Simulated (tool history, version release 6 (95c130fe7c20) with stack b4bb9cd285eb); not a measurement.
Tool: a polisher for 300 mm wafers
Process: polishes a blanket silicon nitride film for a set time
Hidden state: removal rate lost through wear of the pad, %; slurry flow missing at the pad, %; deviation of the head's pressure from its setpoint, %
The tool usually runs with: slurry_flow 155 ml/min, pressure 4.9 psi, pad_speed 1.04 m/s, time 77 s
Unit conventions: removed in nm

run	hour	slurry_flow	pressure	pad_speed	time	wafers since the last listed run	wafers polished on this pad	hours since the slurry nozzle was cleaned	hours since the head pressure was calibrated	incoming thickness of the incoming film, nm	removed
1	0.0	195	4.9	1.04	58	0	111	39.8	668.4	832.5	119.9
2	23.5	195	4.9	1.04	58	247	358	63.3	691.9	840.5	115.3
3	48.3	145	4.9	1.04	77	260	619	88.1	716.7	838.8	138.4
4	61.9	145	4.9	1.04	77	143	762	101.7	730.3	843.8	139.2
5	76.3	125	4.9	1.04	77	151	913	116.1	744.7	847.3	130.1
6	84.1	155	4.9	1.04	77	82	995	123.9	752.5	831.4	139.3
7	94.9	155	4.9	1.04	77	113	1109	134.7	763.3	841.6	137.9
8	110.9	155	4.9	1.04	77	168	1277	150.7	779.3	842.0	134.9
9	123.8	155	6.1	1.04	77	135	1413	163.6	792.2	829.9	166.3
# hour 140.7: worn pad replaced by a new one
10	141.2	155	6.1	1.04	77	140	5	181.0	809.6	851.6	182.7
11	156.4	175	4.9	1.04	77	159	165	196.2	824.8	844.8	149.9
# hour 161.2: slurry nozzle cleaned
# hour 166.4: head pressure recalibrated
12	169.3	175	4.9	1.04	77	104	269	8.1	2.9	837.5	157.1
13	182.5	175	4.9	1.04	77	138	408	21.3	16.1	835.5	153.6
14	190.8	155	6.5	0.94	77	87	495	29.6	24.4	839.1	179.8
15	201.6	155	4.9	1.04	77	113	608	40.4	35.2	843.4	148.4
16	209.6	155	4.9	1.04	59	84	692	48.4	43.2	840.7	110.8
17	220.9	155	3.3	1.04	77	118	811	59.7	54.5	840.6	101.3
18	227.7	100	4.9	1.04	86	71	883	66.5	61.3	857.7	139.4
19	239.7	155	4.9	1.04	77	126	1009	78.5	73.3	852.7	142.7
20	250.1	200	5.4	0.88	77	109	1118	88.9	83.7	825.1	142.5
21	263.6	155	6.2	0.70	77	141	1260	102.4	97.2	835.1	125.9
# hour 275.3: worn pad replaced by a new one
22	277.5	130	4.9	0.88	77	104	22	116.3	111.1	847.6	126.3
23	292.2	155	6.3	1.04	57	154	177	131.0	125.8	845.6	137.0
24	298.7	155	6.1	1.04	77	68	245	137.5	132.3	829.9	176.5
25	307.4	145	4.9	1.04	77	91	337	146.2	141.0	846.6	141.8
26	321.1	155	4.9	1.28	77	144	481	159.9	154.7	828.0	165.1
27	327.8	155	4.9	1.04	55	70	551	166.6	161.4	845.8	100.8
28	344.2	105	5.9	0.68	53	172	724	183.0	177.8	830.9	71.7
29	352.8	155	4.9	1.14	77	90	814	191.6	186.4	830.4	148.1
# hour 355.7: slurry nozzle cleaned
30	369.4	155	4.9	1.04	77	164	978	13.7	203.0	851.8	145.5
31	385.4	130	4.9	0.94	84	168	1146	29.7	219.0	831.9	138.5
# hour 415.8: worn pad replaced by a new one
32	426.1	105	3.7	0.78	58	385	108	70.4	259.7	827.5	61.9
33	435.5	155	4.9	1.04	77	98	207	79.8	269.1	848.8	147.4
34	442.9	180	4.9	1.20	77	77	285	87.2	276.5	853.9	167.5
35	449.4	155	4.9	1.04	77	68	353	93.7	283.0	836.8	146.3
36	467.0	155	4.1	1.04	77	185	538	111.3	300.6	827.6	121.7
37	480.4	120	3.4	1.24	102	140	679	124.7	314.0	836.0	141.0

Subtracting, for every run, the result it would have given without the tool's unlogged condition from the measured result gives the following. The same run-to-run variation enters both numbers; the gauge's scatter may not:
run	removed
1	-7.0
2	-11.6
3	-20.7
4	-22.6
5	-24.4
6	-24.3
7	-24.9
8	-25.3
9	-32.0
10	-15.8
11	-15.8
12	-8.9
13	-12.1
14	-16.8
15	-16.0
16	-13.0
17	-13.1
18	-22.7
19	-20.6
20	-19.7
21	-20.1
22	-11.8
23	-15.1
24	-21.4
25	-19.8
26	-25.0
27	-16.0
28	-15.2
29	-26.2
30	-16.8
31	-18.8
32	-5.9
33	-13.3
34	-15.8
35	-16.5
36	-16.4
37	-23.9

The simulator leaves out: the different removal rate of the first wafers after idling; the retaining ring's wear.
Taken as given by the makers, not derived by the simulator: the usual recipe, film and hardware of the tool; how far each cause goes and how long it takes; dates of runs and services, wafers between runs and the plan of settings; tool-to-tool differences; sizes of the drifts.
